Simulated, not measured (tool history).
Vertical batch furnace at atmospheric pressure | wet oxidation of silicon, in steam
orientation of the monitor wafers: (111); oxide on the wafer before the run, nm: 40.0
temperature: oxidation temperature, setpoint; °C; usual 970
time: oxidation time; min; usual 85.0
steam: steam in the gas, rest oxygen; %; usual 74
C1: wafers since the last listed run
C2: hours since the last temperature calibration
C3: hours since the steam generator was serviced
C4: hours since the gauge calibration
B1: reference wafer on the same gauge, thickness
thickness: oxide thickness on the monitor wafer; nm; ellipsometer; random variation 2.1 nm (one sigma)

Run 1, hour 0.0: usual settings; C1 0; C2 3312.7; C3 1337.5; C4 746.0; B1 362.96. Result: thickness 400.72 nm.
Run 2, hour 17.8: usual settings; C1 131; C2 3330.5; C3 1355.3; C4 763.8; B1 362.89. Result: thickness 398.98 nm.
Run 3, hour 43.7: usual settings but time 55.0 min; C1 190; C2 3356.4; C3 1381.2; C4 789.7; B1 362.71. Result: thickness 304.55 nm.
Run 4, hour 62.7: usual settings but time 55.0 min; C1 140; C2 3375.4; C3 1400.2; C4 808.7; B1 363.08. Result: thickness 304.22 nm.
Run 5, hour 96.3: usual settings but time 55.0 min; C1 247; C2 3409.0; C3 1433.8; C4 842.3; B1 363.38. Result: thickness 301.34 nm.
Run 6, hour 118.8: usual settings but steam 81 %; C1 165; C2 3431.5; C3 1456.3; C4 864.8; B1 363.36. Result: thickness 419.82 nm.
Run 7, hour 148.9: usual settings but steam 81 %; C1 221; C2 3461.6; C3 1486.4; C4 894.9; B1 362.82. Result: thickness 423.58 nm.
Run 8, hour 175.4: usual settings but steam 81 %; C1 195; C2 3488.1; C3 1512.9; C4 921.4; B1 363.20. Result: thickness 419.31 nm.
Run 9, hour 202.4: usual settings; C1 198; C2 3515.1; C3 1539.9; C4 948.4; B1 363.42. Result: thickness 397.81 nm.
Run 10, hour 227.4: usual settings; C1 184; C2 3540.1; C3 1564.9; C4 973.4; B1 363.13. Result: thickness 402.87 nm.
Run 11, hour 256.3: usual settings; C1 213; C2 3569.0; C3 1593.8; C4 1002.3; B1 363.24. Result: thickness 398.07 nm.
Run 12, hour 283.8: usual settings but steam 77 %; C1 202; C2 3596.5; C3 1621.3; C4 1029.8; B1 362.71. Result: thickness 407.13 nm.
Run 13, hour 311.3: usual settings but steam 77 %; C1 202; C2 3624.0; C3 1648.8; C4 1057.3; B1 362.79. Result: thickness 409.97 nm.
Run 14, hour 347.1: usual settings but time 100.5 min, steam 69 %; C1 263; C2 3659.8; C3 1684.6; C4 1093.1; B1 362.54. Result: thickness 426.68 nm.
Run 15, hour 365.9: usual settings but time 100.5 min, steam 69 %; C1 138; C2 3678.6; C3 1703.4; C4 1111.9; B1 363.26. Result: thickness 420.40 nm.
Run 16, hour 382.7: usual settings but temperature 988 °C; C1 123; C2 3695.4; C3 1720.2; C4 1128.7; B1 363.14. Result: thickness 442.51 nm.
Run 17, hour 413.5: usual settings but temperature 988 °C; C1 227; C2 3726.2; C3 1751.0; C4 1159.5; B1 362.64. Result: thickness 441.43 nm.
Run 18, hour 449.4: usual settings; C1 264; C2 3762.1; C3 1786.9; C4 1195.4; B1 363.06. Result: thickness 396.48 nm.
At hour 495.2: gauge calibrated.
Run 19, hour 531.0: usual settings but temperature 980 °C, time 55.5 min, steam 83 %; C1 601; C2 3843.7; C3 1868.5; C4 35.8; B1 363.36. Result: thickness 351.05 nm.
Run 20, hour 558.1: usual settings but temperature 990 °C, steam 85 %; C1 199; C2 3870.8; C3 1895.6; C4 62.9; B1 363.38. Result: thickness 485.40 nm.
Run 21, hour 571.6: usual settings but temperature 986 °C, time 55.5 min; C1 99; C2 3884.3; C3 1909.1; C4 76.4; B1 363.29. Result: thickness 333.11 nm.
Run 22, hour 589.0: usual settings but steam 84 %; C1 128; C2 3901.7; C3 1926.5; C4 93.8; B1 362.72. Result: thickness 428.36 nm.
Run 23, hour 623.0: usual settings but time 66.5 min; C1 250; C2 3935.7; C3 1960.5; C4 127.8; B1 362.93. Result: thickness 339.24 nm.
Run 24, hour 670.2: usual settings; C1 347; C2 3982.9; C3 2007.7; C4 175.0; B1 362.97. Result: thickness 400.18 nm.
Run 25, hour 688.8: usual settings but steam 67 %; C1 137; C2 4001.5; C3 2026.3; C4 193.6; B1 363.14. Result: thickness 374.51 nm.
At hour 738.6: thermocouples replaced and temperature profile calibrated.
At hour 762.7: steam generator serviced.
Run 26, hour 763.2: usual settings but time 62.5 min; C1 194; C2 24.6; C3 0.5; C4 268.0; B1 362.67. Result: thickness 343.74 nm.
Run 27, hour 768.8: usual settings but temperature 994 °C, time 47.5 min, steam 64 %; C1 41; C2 30.2; C3 6.1; C4 273.6; B1 363.46. Result: thickness 310.22 nm.
Run 28, hour 785.6: usual settings but temperature 991 °C, time 48.5 min, steam 68 %; C1 123; C2 47.0; C3 22.9; C4 290.4; B1 363.18. Result: thickness 317.24 nm.
Run 29, hour 797.7: usual settings but steam 71 %; C1 89; C2 59.1; C3 35.0; C4 302.5; B1 362.84. Result: thickness 403.65 nm.
Run 30, hour 823.2: usual settings but temperature 989 °C, steam 63 %; C1 187; C2 84.6; C3 60.5; C4 328.0; B1 362.99. Result: thickness 421.05 nm.
Run 31, hour 923.8: usual settings but temperature 949 °C, time 109.5 min, steam 67 %; C1 741; C2 185.2; C3 161.1; C4 428.6; B1 362.88. Result: thickness 401.54 nm.
Run 32, hour 939.8: usual settings but temperature 960 °C, steam 80 %; C1 117; C2 201.2; C3 177.1; C4 444.6; B1 363.07. Result: thickness 408.17 nm.
Run 33, hour 953.8: usual settings; C1 103; C2 215.2; C3 191.1; C4 458.6; B1 362.82. Result: thickness 415.77 nm.
Run 34, hour 985.0: usual settings but temperature 978 °C, time 101.5 min; C1 229; C2 246.4; C3 222.3; C4 489.8; B1 363.05. Result: thickness 477.31 nm.
Run 35, hour 998.0: usual settings but temperature 993 °C, steam 85 %; C1 95; C2 259.4; C3 235.3; C4 502.8; B1 363.42. Result: thickness 511.50 nm.
Run 36, hour 1030.4: usual settings; C1 238; C2 291.8; C3 267.7; C4 535.2; B1 362.85. Result: thickness 411.63 nm.
Run 37, hour 1063.5: usual settings; C1 243; C2 324.9; C3 300.8; C4 568.3; B1 362.96. Result: thickness 415.53 nm.
Run 38, hour 1092.1: usual settings but time 62.5 min; C1 210; C2 353.5; C3 329.4; C4 596.9; B1 363.03. Result: thickness 338.89 nm.
Run 39, hour 1127.8: usual settings but steam 82 %; C1 263; C2 389.2; C3 365.1; C4 632.6; B1 362.91. Result: thickness 432.55 nm.

3 ways to go on from here, each from the tool as it stands after run 39. What would each give?
Run A, hour 1133.4: usual settings but time 117.5 min; C1 41; C2 394.8; C3 370.7; C4 638.2; B1 ?. Result: thickness ?.
Run B, hour 1133.4: usual settings but temperature 990 °C, time 54.5 min, steam 69 %; C1 41; C2 394.8; C3 370.7; C4 638.2; B1 ?. Result: thickness ?.
Run C, hour 1133.4: usual settings but temperature 993 °C; C1 41; C2 394.8; C3 370.7; C4 638.2; B1 ?. Result: thickness ?.

run      B1  thickness
  A  362.67     502.06
  B  362.67     338.02
  C  362.67     469.44
Without the tool's hidden state the same runs would have given:
run  thickness
  A     511.42
  B     344.37
  C     478.01
